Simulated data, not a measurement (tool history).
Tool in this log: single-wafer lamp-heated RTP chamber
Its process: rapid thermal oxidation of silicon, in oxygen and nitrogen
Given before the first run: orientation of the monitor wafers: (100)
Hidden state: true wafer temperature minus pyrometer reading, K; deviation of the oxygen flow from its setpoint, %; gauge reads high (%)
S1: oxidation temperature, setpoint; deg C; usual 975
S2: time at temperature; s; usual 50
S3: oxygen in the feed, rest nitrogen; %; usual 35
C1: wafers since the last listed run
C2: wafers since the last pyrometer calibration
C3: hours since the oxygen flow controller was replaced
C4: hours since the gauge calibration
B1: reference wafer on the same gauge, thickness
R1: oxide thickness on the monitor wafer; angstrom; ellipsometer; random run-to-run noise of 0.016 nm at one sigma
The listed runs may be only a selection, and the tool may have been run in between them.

run 1 hour=0 | S1=975 S2=50 S3=35 | C1=0 C2=567 C3=5872.3 C4=218.1 | B1=4.051 | R1=37.26
run 2 hour=13 | S1=975 S2=50 S3=35 | C1=110 C2=678 C3=5885.3 C4=231.1 | B1=4.048 | R1=37.36
run 3 hour=26.9 | S1=975 S2=50 S3=35 | C1=118 C2=796 C3=5899.2 C4=245 | B1=4.049 | R1=37.75
run 4 hour=36.8 | S1=975 S2=38 S3=35 | C1=84 C2=881 C3=5909.1 C4=254.9 | B1=4.052 | R1=34.22
run 5 hour=52.9 | S1=975 S2=57 S3=35 | C1=137 C2=1018 C3=5925.2 C4=271 | B1=4.051 | R1=39.27
run 6 hour=60.4 | S1=975 S2=57 S3=35 | C1=63 C2=1082 C3=5932.7 C4=278.5 | B1=4.05 | R1=39.53
run 7 hour=69.8 | S1=955 S2=50 S3=28 | C1=80 C2=1162 C3=5942.1 C4=287.9 | B1=4.049 | R1=32.61
-- hour=75.3 gauge calibrated
run 8 hour=77.9 | S1=975 S2=50 S3=17 | C1=69 C2=1231 C3=5950.2 C4=2.6 | B1=4.05 | R1=32.18
run 9 hour=88.4 | S1=975 S2=50 S3=17 | C1=89 C2=1321 C3=5960.7 C4=13.1 | B1=4.051 | R1=32.16
run 10 hour=95.5 | S1=975 S2=50 S3=35 | C1=60 C2=1381 C3=5967.8 C4=20.2 | B1=4.052 | R1=37.86
run 11 hour=110.2 | S1=975 S2=50 S3=35 | C1=125 C2=1507 C3=5982.5 C4=34.9 | B1=4.049 | R1=38.03
-- hour=126.9 pyrometer window cleaned and pyrometer calibrated
run 12 hour=127.4 | S1=975 S2=50 S3=35 | C1=78 C2=4 C3=5999.7 C4=52.1 | B1=4.051 | R1=37.2
run 13 hour=131.3 | S1=975 S2=50 S3=35 | C1=33 C2=37 C3=6003.6 C4=56 | B1=4.053 | R1=37.12
run 14 hour=137.4 | S1=975 S2=50 S3=35 | C1=52 C2=89 C3=6009.7 C4=62.1 | B1=4.053 | R1=37.24
run 15 hour=148.9 | S1=975 S2=50 S3=35 | C1=98 C2=187 C3=6021.2 C4=73.6 | B1=4.05 | R1=37.58
run 16 hour=159.1 | S1=975 S2=50 S3=35 | C1=86 C2=274 C3=6031.4 C4=83.8 | B1=4.046 | R1=37.29
run 17 hour=173.7 | S1=975 S2=50 S3=35 | C1=124 C2=399 C3=6046 C4=98.4 | B1=4.054 | R1=37.06
run 18 hour=187 | S1=975 S2=50 S3=55 | C1=113 C2=512 C3=6059.3 C4=111.7 | B1=4.048 | R1=42.22
run 19 hour=194.7 | S1=975 S2=68 S3=35 | C1=65 C2=578 C3=6067 C4=119.4 | B1=4.048 | R1=41.95
run 20 hour=228.6 | S1=988 S2=50 S3=35 | C1=289 C2=867 C3=6100.9 C4=153.3 | B1=4.051 | R1=40.5
run 21 hour=241.5 | S1=983 S2=27 S3=65 | C1=109 C2=977 C3=6113.8 C4=166.2 | B1=4.051 | R1=37.8
run 22 hour=257.7 | S1=975 S2=50 S3=35 | C1=138 C2=1115 C3=6130 C4=182.4 | B1=4.052 | R1=37.61
run 23 hour=263.9 | S1=975 S2=38 S3=35 | C1=52 C2=1168 C3=6136.2 C4=188.6 | B1=4.051 | R1=34.35
-- hour=278.4 oxygen flow controller replaced
-- hour=285.8 pyrometer window cleaned and pyrometer calibrated
run 24 hour=286.3 | S1=975 S2=39 S3=60 | C1=60 C2=4 C3=7.9 C4=211 | B1=4.054 | R1=39.09
run 25 hour=286.6 | S1=990 S2=26 S3=60 | C1=2 C2=7 C3=8.2 C4=211.3 | B1=4.047 | R1=37.29
run 26 hour=292.4 | S1=990 S2=29 S3=58 | C1=49 C2=56 C3=14 C4=217.1 | B1=4.048 | R1=38.35
run 27 hour=307 | S1=960 S2=26 S3=47 | C1=124 C2=181 C3=28.6 C4=231.7 | B1=4.047 | R1=30.25
run 28 hour=324.9 | S1=975 S2=68 S3=35 | C1=152 C2=333 C3=46.5 C4=249.6 | B1=4.051 | R1=42.04
run 29 hour=341.8 | S1=994 S2=73 S3=26 | C1=144 C2=477 C3=63.4 C4=266.5 | B1=4.05 | R1=44.52
run 30 hour=353.3 | S1=983 S2=27 S3=65 | C1=98 C2=575 C3=74.9 C4=278 | B1=4.045 | R1=37.45
-- hour=355.7 gauge calibrated
run 31 hour=362.8 | S1=975 S2=50 S3=35 | C1=80 C2=656 C3=84.4 C4=7.1 | B1=4.047 | R1=37.94
run 32 hour=373.9 | S1=975 S2=50 S3=35 | C1=94 C2=751 C3=95.5 C4=18.2 | B1=4.054 | R1=37.71
run 33 hour=381.6 | S1=1005 S2=36 S3=17 | C1=65 C2=817 C3=103.2 C4=25.9 | B1=4.052 | R1=33.13
run 34 hour=395.2 | S1=975 S2=50 S3=35 | C1=115 C2=933 C3=116.8 C4=39.5 | B1=4.05 | R1=37.93
-- hour=439.6 pyrometer window cleaned and pyrometer calibrated
run 35 hour=446 | S1=950 S2=50 S3=35 | C1=364 C2=54 C3=167.6 C4=90.3 | B1=4.052 | R1=32.66
run 36 hour=454.6 | S1=975 S2=71 S3=63 | C1=73 C2=128 C3=176.2 C4=98.9 | B1=4.049 | R1=50.62
run 37 hour=465.7 | S1=975 S2=58 S3=43 | C1=94 C2=222 C3=187.3 C4=110 | B1=4.051 | R1=41.48

Each row is a separate what-if for the run after 37, all from the same tool condition, not one after another. Results?
run A hour=466.1 | S1=975 S2=50 S3=35 | C1=3 C2=226 C3=187.7 C4=110.4 | B1=? | R1=?
run B hour=466.1 | S1=975 S2=59 S3=35 | C1=3 C2=226 C3=187.7 C4=110.4 | B1=? | R1=?
run C hour=466.1 | S1=988 S2=42 S3=52 | C1=3 C2=226 C3=187.7 C4=110.4 | B1=? | R1=?
run D hour=466.1 | S1=996 S2=74 S3=35 | C1=3 C2=226 C3=187.7 C4=110.4 | B1=? | R1=?
run E hour=466.1 | S1=975 S2=65 S3=35 | C1=3 C2=226 C3=187.7 C4=110.4 | B1=? | R1=?

run=A B1=4.055 R1=37.27
run=B B1=4.055 R1=39.51
run=C B1=4.055 R1=42.2
run=D B1=4.055 R1=49.34
run=E B1=4.055 R1=40.93
Without the tool's unlogged condition, the same runs would have read:
run=A R1=37.07
run=B R1=39.29
run=C R1=41.94
run=D R1=49.03
run=E R1=40.7
